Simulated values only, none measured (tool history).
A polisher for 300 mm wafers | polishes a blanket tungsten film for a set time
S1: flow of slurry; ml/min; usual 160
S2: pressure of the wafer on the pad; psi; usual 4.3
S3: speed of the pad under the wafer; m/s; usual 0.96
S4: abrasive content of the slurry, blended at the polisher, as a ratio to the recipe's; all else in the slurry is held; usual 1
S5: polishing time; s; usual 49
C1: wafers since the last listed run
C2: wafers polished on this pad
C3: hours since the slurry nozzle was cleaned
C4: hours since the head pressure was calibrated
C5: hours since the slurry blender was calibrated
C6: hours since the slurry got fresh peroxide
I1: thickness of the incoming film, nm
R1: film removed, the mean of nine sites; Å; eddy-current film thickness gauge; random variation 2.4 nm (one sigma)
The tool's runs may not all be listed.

run 1 hour=0 | S1=160 S2=4.3 S3=0.96 S4=1 S5=49 | C1=0 C2=2504 C3=670.5 C4=814 C5=120.2 C6=181.4 | I1=721.1 | R1=2581
-- hour=13.5 slurry nozzle cleaned
-- hour=15.6 worn pad replaced by a new one
run 2 hour=24 | S1=160 S2=4.9 S3=0.96 S4=1 S5=49 | C1=236 C2=94 C3=10.5 C4=838 C5=144.2 C6=205.4 | I1=720 | R1=2860
run 3 hour=43.8 | S1=160 S2=4.3 S3=0.78 S4=1 S5=49 | C1=224 C2=319 C3=30.3 C4=857.8 C5=164 C6=225.2 | I1=730.2 | R1=2108
-- hour=63.4 slurry tank refilled with fresh slurry and peroxide
run 4 hour=78.6 | S1=160 S2=4.3 S3=0.96 S4=1 S5=49 | C1=383 C2=703 C3=65.1 C4=892.6 C5=198.8 C6=15.2 | I1=715.9 | R1=2647
run 5 hour=97.3 | S1=215 S2=4.3 S3=0.96 S4=1 S5=49 | C1=212 C2=915 C3=83.8 C4=911.3 C5=217.5 C6=33.9 | I1=717.7 | R1=2731
-- hour=107.1 head pressure recalibrated
-- hour=111.6 slurry blender recalibrated
run 6 hour=130.3 | S1=160 S2=4.3 S3=0.96 S4=0.75 S5=64 | C1=329 C2=1244 C3=116.8 C4=23.2 C5=18.7 C6=66.9 | I1=725 | R1=3171
run 7 hour=143.5 | S1=160 S2=4.3 S3=0.96 S4=1 S5=49 | C1=149 C2=1394 C3=130 C4=36.4 C5=31.9 C6=80.1 | I1=719.8 | R1=2581
run 8 hour=179 | S1=175 S2=4.3 S3=1.24 S4=1 S5=56 | C1=403 C2=1797 C3=165.5 C4=71.9 C5=67.4 C6=115.6 | I1=706.7 | R1=3627
run 9 hour=203.9 | S1=160 S2=3.4 S3=0.96 S4=1 S5=49 | C1=282 C2=2080 C3=190.4 C4=96.8 C5=92.3 C6=140.5 | I1=716.1 | R1=2049
run 10 hour=228.6 | S1=160 S2=4.3 S3=0.96 S4=1 S5=49 | C1=280 C2=2360 C3=215.1 C4=121.5 C5=117 C6=165.2 | I1=717 | R1=2501
run 11 hour=241.5 | S1=185 S2=4.3 S3=0.8 S4=1.2 S5=59 | C1=146 C2=2507 C3=228 C4=134.4 C5=129.9 C6=178.1 | I1=724.7 | R1=2759
run 12 hour=263.2 | S1=160 S2=3.4 S3=0.96 S4=1 S5=49 | C1=246 C2=2753 C3=249.7 C4=156.1 C5=151.6 C6=199.8 | I1=730 | R1=2011
-- hour=279.8 worn pad replaced by a new one
run 13 hour=280.3 | S1=160 S2=4.3 S3=0.96 S4=1 S5=49 | C1=148 C2=5 C3=266.8 C4=173.2 C5=168.7 C6=216.9 | I1=706 | R1=2463
run 14 hour=301 | S1=160 S2=4.3 S3=0.96 S4=1 S5=49 | C1=234 C2=240 C3=287.5 C4=193.9 C5=189.4 C6=237.6 | I1=728.3 | R1=2470
-- hour=331.3 slurry tank refilled with fresh slurry and peroxide
run 15 hour=331.8 | S1=160 S2=4.3 S3=0.82 S4=1.25 S5=49 | C1=338 C2=578 C3=318.3 C4=224.7 C5=220.2 C6=0.5 | I1=724.7 | R1=2431
run 16 hour=365.6 | S1=175 S2=5.5 S3=0.96 S4=0.85 S5=64 | C1=383 C2=962 C3=352.1 C4=258.5 C5=254 C6=34.3 | I1=719.7 | R1=4277
-- hour=372.7 slurry blender recalibrated
run 17 hour=469.7 | S1=160 S2=3.8 S3=0.96 S4=0.85 S5=49 | C1=1159 C2=2121 C3=456.2 C4=362.6 C5=97 C6=138.4 | I1=728.1 | R1=2246
run 18 hour=503.6 | S1=110 S2=3.6 S3=0.82 S4=1 S5=49 | C1=384 C2=2506 C3=490.1 C4=396.5 C5=130.9 C6=172.3 | I1=713.5 | R1=1755
run 19 hour=516.5 | S1=160 S2=4.3 S3=1.1 S4=1 S5=49 | C1=146 C2=2652 C3=503 C4=409.4 C5=143.8 C6=185.2 | I1=736.8 | R1=2838
run 20 hour=537.2 | S1=200 S2=4.3 S3=0.96 S4=1 S5=49 | C1=234 C2=2887 C3=523.7 C4=430.1 C5=164.5 C6=205.9 | I1=719.2 | R1=2559
-- hour=559.3 worn pad replaced by a new one
run 21 hour=559.8 | S1=160 S2=4.3 S3=0.96 S4=1 S5=49 | C1=211 C2=5 C3=546.3 C4=452.7 C5=187.1 C6=228.5 | I1=717.9 | R1=2489
-- hour=587.4 slurry tank refilled with fresh slurry and peroxide
run 22 hour=587.9 | S1=190 S2=5.3 S3=1.06 S4=0.9 S5=49 | C1=307 C2=312 C3=574.4 C4=480.8 C5=215.2 C6=0.5 | I1=713 | R1=3511
run 23 hour=601.2 | S1=160 S2=4.3 S3=0.74 S4=1.2 S5=49 | C1=150 C2=463 C3=587.7 C4=494.1 C5=228.5 C6=13.8 | I1=714.5 | R1=2256
-- hour=621.2 slurry blender recalibrated
run 24 hour=621.7 | S1=160 S2=4.3 S3=0.96 S4=1 S5=49 | C1=210 C2=673 C3=608.2 C4=514.6 C5=0.5 C6=34.3 | I1=720.8 | R1=2619
run 25 hour=651.9 | S1=130 S2=3.1 S3=0.72 S4=1 S5=49 | C1=342 C2=1016 C3=638.4 C4=544.8 C5=30.7 C6=64.5 | I1=710.3 | R1=1482

Forecast each of these 5 alternatives for the next run:
run A hour=652.3 | S1=160 S2=4.3 S3=0.96 S4=1 S5=49 | C1=4 C2=1021 C3=638.8 C4=545.2 C5=31.1 C6=64.9 | I1=736.4 | R1=?
run B hour=652.3 | S1=160 S2=4.3 S3=0.82 S4=1 S5=49 | C1=4 C2=1021 C3=638.8 C4=545.2 C5=31.1 C6=64.9 | I1=736.4 | R1=?
run C hour=652.3 | S1=110 S2=5 S3=0.96 S4=1.15 S5=53 | C1=4 C2=1021 C3=638.8 C4=545.2 C5=31.1 C6=64.9 | I1=736.4 | R1=?
run D hour=652.3 | S1=160 S2=3 S3=0.76 S4=0.75 S5=57 | C1=4 C2=1021 C3=638.8 C4=545.2 C5=31.1 C6=64.9 | I1=736.4 | R1=?
run E hour=652.3 | S1=160 S2=5.7 S3=1.04 S4=1 S5=42 | C1=4 C2=1021 C3=638.8 C4=545.2 C5=31.1 C6=64.9 | I1=736.4 | R1=?

run=A R1=2593
run=B R1=2287
run=C R1=3087
run=D R1=1685
run=E R1=3103
Without the tool's hidden state the same runs would have given:
run=A R1=2643
run=B R1=2331
run=C R1=3146
run=D R1=1717
run=E R1=3162
